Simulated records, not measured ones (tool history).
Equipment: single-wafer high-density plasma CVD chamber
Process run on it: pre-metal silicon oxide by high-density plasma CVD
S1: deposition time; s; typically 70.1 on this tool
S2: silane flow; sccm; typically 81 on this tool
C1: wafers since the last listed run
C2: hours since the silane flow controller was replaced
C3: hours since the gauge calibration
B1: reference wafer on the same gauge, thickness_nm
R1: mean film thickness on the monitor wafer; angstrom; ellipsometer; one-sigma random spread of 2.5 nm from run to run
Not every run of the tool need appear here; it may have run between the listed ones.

run    hour    S1  S2    C1      C2      C3       B1       R1
  1     0.0  70.1  81     0    54.0  2292.0  530.979  5609.40
  2    49.3  70.1  81   882   103.3  2341.3  530.601  5634.09
  3   109.7  70.1  81  1081   163.7  2401.7  530.297  5610.88
  4   199.3  70.1  81  1604   253.3  2491.3  531.203  5624.68
  5   292.2  70.1  81  1663   346.2  2584.2  529.712  5646.78
  6   371.2  70.1  81  1414   425.2  2663.2  529.038  5605.24
  7   429.7  64.7  81  1047   483.7  2721.7  529.119  5160.77
  8   486.3  64.7  81  1013   540.3  2778.3  530.273  5193.97
  9   585.7  64.7  81  1779   639.7  2877.7  530.537  5146.97
 10   675.4  65.9  81  1605   729.4  2967.4  529.718  5189.63
 11   730.6  65.9  81   988   784.6  3022.6  529.664  5250.05
 12   837.0  70.1  81  1904   891.0  3129.0  529.964  5546.14
 13   913.0  70.1  81  1360   967.0  3205.0  530.489  5556.76
 14   988.4  62.6  81  1349  1042.4  3280.4  529.941  4966.57
 15  1062.0  62.6  81  1317  1116.0  3354.0  529.662  4964.50
 16  1130.1  62.6  81  1219  1184.1  3422.1  529.942  4937.88
 17  1222.5  70.1  81  1654  1276.5  3514.5  529.685  5546.89
 18  1311.4  70.1  81  1591  1365.4  3603.4  530.281  5521.07
 19  1380.0  70.1  81  1228  1434.0  3672.0  529.820  5523.45
     1427.8  -- gauge calibrated
 20  1612.6  74.1  81  4163  1666.6   184.8  529.751  5862.44
 21  1681.8  77.9  74  1238  1735.8   254.0  529.552  5618.67
 22  1759.5  81.5  94  1390  1813.5   331.7  531.024  7409.01
 23  1845.4  70.1  81  1537  1899.4   417.6  530.478  5492.45
 24  1918.5  70.1  81  1308  1972.5   490.7  529.512  5486.81
     1928.6  -- silane flow controller replaced
 25  2003.7  70.1  81  1382    75.1   575.9  530.361  5850.75
 26  2088.4  70.1  81  1516   159.8   660.6  530.365  5861.79
 27  2159.5  70.1  81  1272   230.9   731.7  529.817  5907.01
 28  2234.9  56.4  66  1349   306.3   807.1  529.956  3823.75
 29  2287.2  70.1  81   936   358.6   859.4  529.748  5851.25
 30  2367.2  78.9  67  1432   438.6   939.4  530.425  5458.50
 31  2441.6  78.6  94  1331   513.0  1013.8  529.387  7606.72
 32  2537.9  61.4  66  1723   609.3  1110.1  530.056  4201.35
 33  2596.3  70.1  81  1045   667.7  1168.5  530.529  5817.74
     2619.6  -- silane flow controller replaced, repeated, since the last time left the tool worse
 34  2666.5  70.1  92  1113    46.9  1238.7  529.159  6459.04
 35  2733.8  56.2  95  1204   114.2  1306.0  529.539  5330.89
 36  2782.8  83.1  81   877   163.2  1355.0  529.582  6748.59
 37  2864.8  60.6  81  1467   245.2  1437.0  529.833  4949.22
 38  2972.7  70.1  96  1931   353.1  1544.9  529.988  6731.11
 39  3033.4  61.4  66  1086   413.8  1605.6  529.123  4024.60

How the hidden state differs across the entries between the runs, from the last listed run before each to the first after it:
From run 19 to run 20: gauge calibrated (hour 1427.8)
  delivered silane flow above the setpoint (%): -1.87 -> -2.18
  the result without the hidden state subtracted from the measured one, R1: -105.12 -> -130.69 angstrom
From run 24 to run 25: silane flow controller replaced (hour 1928.6)
  delivered silane flow above the setpoint (%): -2.59 -> 4.25
  the result without the hidden state subtracted from the measured one, R1: -146.04 -> +238.38 angstrom
From run 33 to run 34: silane flow controller replaced, repeated, since the last time left the tool worse (hour 2619.6)
  delivered silane flow above the setpoint (%): 3.45 -> 0.8
  the result without the hidden state subtracted from the measured one, R1: +193.98 -> +51.27 angstrom

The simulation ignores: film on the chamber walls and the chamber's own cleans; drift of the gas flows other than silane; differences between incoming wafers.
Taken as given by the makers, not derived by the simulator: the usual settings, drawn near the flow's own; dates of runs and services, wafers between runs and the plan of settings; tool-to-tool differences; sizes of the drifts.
